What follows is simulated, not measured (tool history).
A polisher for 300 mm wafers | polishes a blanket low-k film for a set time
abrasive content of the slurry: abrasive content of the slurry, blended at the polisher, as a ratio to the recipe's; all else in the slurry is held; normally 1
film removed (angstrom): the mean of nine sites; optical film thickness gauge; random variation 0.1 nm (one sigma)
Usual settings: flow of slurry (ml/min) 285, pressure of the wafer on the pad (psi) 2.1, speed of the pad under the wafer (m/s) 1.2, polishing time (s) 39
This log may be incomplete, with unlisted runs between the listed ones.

run	hour	flow of slurry (ml/min)	pressure of the wafer on the pad (psi)	speed of the pad under the wafer (m/s)	abrasive content of the slurry	polishing time (s)	wafers since the last listed run	wafers polished on this pad	hours since the slurry nozzle was cleaned	hours since the head pressure was calibrated	hours since the slurry blender was calibrated	hours since the conditioning disc was replaced	incoming thickness of the incoming film, nm	film removed (angstrom)
1	0	285	1.7	1.2	1	39	0	202	136.7	288.9	165.6	465.1	745.5	129
2	12.1	285	1.7	1.2	1	39	163	366	148.8	301	177.7	477.2	761	127
3	18.6	285	2.1	1.2	1	29	87	453	155.3	307.5	184.2	483.7	758.9	118
# hour 30.9: worn pad replaced by a new one
4	31.4	285	2.1	1.2	1	29	119	7	168.1	320.3	197	496.5	752.1	116
5	40.3	285	2.1	1.2	1	30	120	127	177	329.2	205.9	505.4	752	121
6	52.4	285	2.1	1.2	1	30	163	291	189.1	341.3	218	517.5	767.1	122
7	61.6	285	2.1	1.2	1	30	124	416	198.3	350.5	227.2	526.7	771.1	121
# hour 72.7: worn pad replaced by a new one
8	77.4	330	2.1	1.2	1	39	159	63	214.1	366.3	243	542.5	761	157
9	84.2	330	2.1	1.2	1	39	92	155	220.9	373.1	249.8	549.3	759.5	156
10	94.2	285	2.1	1.2	1	29	135	291	230.9	383.1	259.8	559.3	769.6	117
# hour 103.6: slurry nozzle cleaned
11	110.8	285	1.5	1.36	1.3	35	211	502	7.2	399.7	276.4	575.9	761.7	118
# hour 115.7: head pressure recalibrated
# hour 115.9: worn pad replaced by a new one
12	125.4	285	2.1	1.2	1	46	167	128	21.8	9.7	291	590.5	761.2	195
13	138.8	285	2.4	1.2	1.25	39	181	310	35.2	23.1	304.4	603.9	758.2	203
# hour 151.2: slurry blender recalibrated
14	155.3	285	2.3	1.2	0.8	39	196	506	51.7	39.6	4.1	620.4	763.1	168
# hour 168.1: worn pad replaced by a new one
15	168.6	285	2.1	1.2	1	39	125	6	65	52.9	17.4	633.7	760.1	164
# hour 171.5: conditioning disc replaced and pad reconditioned
16	174.5	285	2.7	1.2	1	27	52	59	70.9	58.8	23.3	3	760.6	146
17	187	285	1.4	1.2	0.8	39	169	228	83.4	71.3	35.8	15.5	755.2	100
# hour 214.8: worn pad replaced by a new one
18	232.9	285	2.1	1.2	1	34	567	244	129.3	117.2	81.7	61.4	759.7	141
19	241.6	285	2.1	1.2	1	39	117	362	138	125.9	90.4	70.1	747.3	161

What if the next run were any one of these 4? Each begins from the tool's condition after run 19:
A	242	285	2.1	1.2	1	39	5	367	138.4	126.3	90.8	70.5	759.2	?
B	242	285	2.7	1.2	1	45	5	367	138.4	126.3	90.8	70.5	759.2	?
C	242	285	2.4	1.2	1	39	5	367	138.4	126.3	90.8	70.5	759.2	?
D	242	285	2.1	0.82	1	31	5	367	138.4	126.3	90.8	70.5	759.2	?

run	film removed (angstrom)
A	163
B	242
C	186
D	99
Without the tool's unlogged condition, the same runs would have read:
run	film removed (angstrom)
A	167
B	248
C	191
D	102

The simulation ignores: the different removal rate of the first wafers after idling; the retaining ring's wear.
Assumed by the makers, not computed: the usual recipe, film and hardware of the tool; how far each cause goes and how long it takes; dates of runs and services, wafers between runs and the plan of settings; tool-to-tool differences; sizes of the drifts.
